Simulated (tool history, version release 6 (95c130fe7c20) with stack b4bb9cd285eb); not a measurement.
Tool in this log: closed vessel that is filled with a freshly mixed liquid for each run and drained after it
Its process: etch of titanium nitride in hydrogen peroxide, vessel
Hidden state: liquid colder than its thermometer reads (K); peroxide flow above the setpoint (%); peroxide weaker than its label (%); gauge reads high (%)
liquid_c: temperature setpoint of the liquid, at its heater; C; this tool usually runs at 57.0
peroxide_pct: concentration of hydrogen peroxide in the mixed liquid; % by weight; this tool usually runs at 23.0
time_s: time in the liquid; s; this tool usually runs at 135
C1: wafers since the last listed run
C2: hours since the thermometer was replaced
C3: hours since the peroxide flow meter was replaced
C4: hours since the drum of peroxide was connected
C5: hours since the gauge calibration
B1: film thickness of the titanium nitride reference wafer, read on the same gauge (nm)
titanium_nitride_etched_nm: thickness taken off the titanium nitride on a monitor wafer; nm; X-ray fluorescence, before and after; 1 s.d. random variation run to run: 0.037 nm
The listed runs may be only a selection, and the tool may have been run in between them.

{"run": 1, "hour": 0.0, "liquid_c": 57.0, "peroxide_pct": 23.0, "time_s": 135, "C1": 0, "C2": 526.8, "C3": 587.4, "C4": 1023.0, "C5": 117.0, "B1": 40.0, "titanium_nitride_etched_nm": 7.98}
{"run": 2, "hour": 14.9, "liquid_c": 57.0, "peroxide_pct": 23.0, "time_s": 135, "C1": 1815, "C2": 541.7, "C3": 602.3, "C4": 1037.9, "C5": 131.9, "B1": 40.01, "titanium_nitride_etched_nm": 7.99}
{"run": 3, "hour": 26.0, "liquid_c": 57.0, "peroxide_pct": 23.0, "time_s": 135, "C1": 1352, "C2": 552.8, "C3": 613.4, "C4": 1049.0, "C5": 143.0, "B1": 40.0, "titanium_nitride_etched_nm": 7.96}
{"run": 4, "hour": 32.7, "liquid_c": 57.0, "peroxide_pct": 23.0, "time_s": 135, "C1": 816, "C2": 559.5, "C3": 620.1, "C4": 1055.7, "C5": 149.7, "B1": 40.01, "titanium_nitride_etched_nm": 8.0}
{"run": 5, "hour": 46.1, "liquid_c": 57.0, "peroxide_pct": 23.0, "time_s": 135, "C1": 1632, "C2": 572.9, "C3": 633.5, "C4": 1069.1, "C5": 163.1, "B1": 40.03, "titanium_nitride_etched_nm": 7.88}
{"hour": 46.7, "done": "gauge calibrated"}
{"hour": 52.9, "done": "new drum of peroxide connected"}
{"hour": 55.3, "done": "peroxide flow meter replaced"}
{"run": 6, "hour": 56.2, "liquid_c": 57.0, "peroxide_pct": 23.0, "time_s": 135, "C1": 986, "C2": 583.0, "C3": 0.9, "C4": 3.3, "C5": 9.5, "B1": 40.0, "titanium_nitride_etched_nm": 7.97}
{"run": 7, "hour": 69.9, "liquid_c": 65.0, "peroxide_pct": 23.0, "time_s": 105, "C1": 1669, "C2": 596.7, "C3": 14.6, "C4": 17.0, "C5": 23.2, "B1": 40.0, "titanium_nitride_etched_nm": 10.69}
{"run": 8, "hour": 82.8, "liquid_c": 65.5, "peroxide_pct": 19.0, "time_s": 135, "C1": 1571, "C2": 609.6, "C3": 27.5, "C4": 29.9, "C5": 36.1, "B1": 39.99, "titanium_nitride_etched_nm": 13.45}
{"run": 9, "hour": 91.9, "liquid_c": 52.0, "peroxide_pct": 17.0, "time_s": 90, "C1": 1108, "C2": 618.7, "C3": 36.6, "C4": 39.0, "C5": 45.2, "B1": 40.0, "titanium_nitride_etched_nm": 3.41}
{"run": 10, "hour": 101.6, "liquid_c": 57.0, "peroxide_pct": 23.0, "time_s": 135, "C1": 1181, "C2": 628.4, "C3": 46.3, "C4": 48.7, "C5": 54.9, "B1": 40.01, "titanium_nitride_etched_nm": 7.78}
{"hour": 108.5, "done": "thermometer replaced"}
{"run": 11, "hour": 109.0, "liquid_c": 57.0, "peroxide_pct": 23.0, "time_s": 135, "C1": 779, "C2": 0.5, "C3": 53.7, "C4": 56.1, "C5": 62.3, "B1": 40.0, "titanium_nitride_etched_nm": 9.12}
{"run": 12, "hour": 117.2, "liquid_c": 57.0, "peroxide_pct": 18.0, "time_s": 215, "C1": 999, "C2": 8.7, "C3": 61.9, "C4": 64.3, "C5": 70.5, "B1": 39.99, "titanium_nitride_etched_nm": 13.76}
{"run": 13, "hour": 128.4, "liquid_c": 62.5, "peroxide_pct": 25.0, "time_s": 60, "C1": 1364, "C2": 19.9, "C3": 73.1, "C4": 75.5, "C5": 81.7, "B1": 39.99, "titanium_nitride_etched_nm": 5.99}
{"run": 14, "hour": 136.2, "liquid_c": 57.0, "peroxide_pct": 16.0, "time_s": 135, "C1": 950, "C2": 27.7, "C3": 80.9, "C4": 83.3, "C5": 89.5, "B1": 39.98, "titanium_nitride_etched_nm": 8.38}
{"run": 15, "hour": 153.8, "liquid_c": 57.0, "peroxide_pct": 23.0, "time_s": 135, "C1": 2144, "C2": 45.3, "C3": 98.5, "C4": 100.9, "C5": 107.1, "B1": 40.0, "titanium_nitride_etched_nm": 9.02}

What if the next run were any one of these 5? Each begins from the tool's condition after run 15:
{"run": "A", "hour": 154.5, "liquid_c": 50.5, "peroxide_pct": 23.0, "time_s": 135, "C1": 85, "C2": 46.0, "C3": 99.2, "C4": 101.6, "C5": 107.8, "B1": "?", "titanium_nitride_etched_nm": "?"}
{"run": "B", "hour": 154.5, "liquid_c": 48.0, "peroxide_pct": 19.0, "time_s": 65, "C1": 85, "C2": 46.0, "C3": 99.2, "C4": 101.6, "C5": 107.8, "B1": "?", "titanium_nitride_etched_nm": "?"}
{"run": "C", "hour": 154.5, "liquid_c": 62.0, "peroxide_pct": 23.0, "time_s": 55, "C1": 85, "C2": 46.0, "C3": 99.2, "C4": 101.6, "C5": 107.8, "B1": "?", "titanium_nitride_etched_nm": "?"}
{"run": "D", "hour": 154.5, "liquid_c": 57.0, "peroxide_pct": 23.0, "time_s": 215, "C1": 85, "C2": 46.0, "C3": 99.2, "C4": 101.6, "C5": 107.8, "B1": "?", "titanium_nitride_etched_nm": "?"}
{"run": "E", "hour": 154.5, "liquid_c": 47.5, "peroxide_pct": 17.5, "time_s": 80, "C1": 85, "C2": 46.0, "C3": 99.2, "C4": 101.6, "C5": 107.8, "B1": "?", "titanium_nitride_etched_nm": "?"}

run=A B1=39.98 titanium_nitride_etched_nm=5.65
run=B B1=39.98 titanium_nitride_etched_nm=2.18
run=C B1=39.98 titanium_nitride_etched_nm=5.14
run=D B1=39.98 titanium_nitride_etched_nm=14.27
run=E B1=39.98 titanium_nitride_etched_nm=2.54
With no hidden state in the tool, these same runs would have given:
run=A titanium_nitride_etched_nm=5.91
run=B titanium_nitride_etched_nm=2.28
run=C titanium_nitride_etched_nm=5.36
run=D titanium_nitride_etched_nm=14.90
run=E titanium_nitride_etched_nm=2.66
